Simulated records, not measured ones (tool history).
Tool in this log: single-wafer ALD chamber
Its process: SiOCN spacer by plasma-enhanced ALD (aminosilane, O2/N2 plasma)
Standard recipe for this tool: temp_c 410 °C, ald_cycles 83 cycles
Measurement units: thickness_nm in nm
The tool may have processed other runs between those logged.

run	day	temp_c	ald_cycles	read-back reference wafer on the same gauge, thickness_nm	thickness_nm
1	0.000	410	94	4.596	5.494
2	0.258	410	94	4.589	5.524
3	0.604	410	94	4.589	5.502
4	0.962	410	83	4.606	4.861
5	1.629	410	83	4.603	4.846
6	2.267	410	83	4.603	4.866
7	2.867	410	83	4.610	4.848
8	3.229	410	83	4.612	4.883
9	3.654	410	83	4.606	4.853
10	4.579	398	70	4.616	4.233
11	4.779	410	95	4.608	5.609
12	5.204	410	91	4.617	5.332
13	5.662	410	76	4.618	4.471
14	6.075	402	92	4.625	5.570
15	6.742	410	83	4.618	4.874
16	7.450	418	98	4.567	5.538
17	9.004	423	76	4.573	4.234
18	9.658	410	83	4.577	4.841
19	10.046	423	70	4.575	3.887

Taken out of this log: 2 entries between the listed runs. Where each belongs, and how the hidden state differs across it:
From run 9 to run 10: thermocouple changed; heater temperature recalibrated (day 4.558)
  gauge reads high (%): 0.876 -> 0.965
  measured minus no-state result, thickness_nm: +0.042 -> +0.041 nm
From run 15 to run 16: gauge calibrated (day 6.817)
  gauge reads high (%): 1.17 -> -0.0724
  measured minus no-state result, thickness_nm: +0.056 -> -0.004 nm
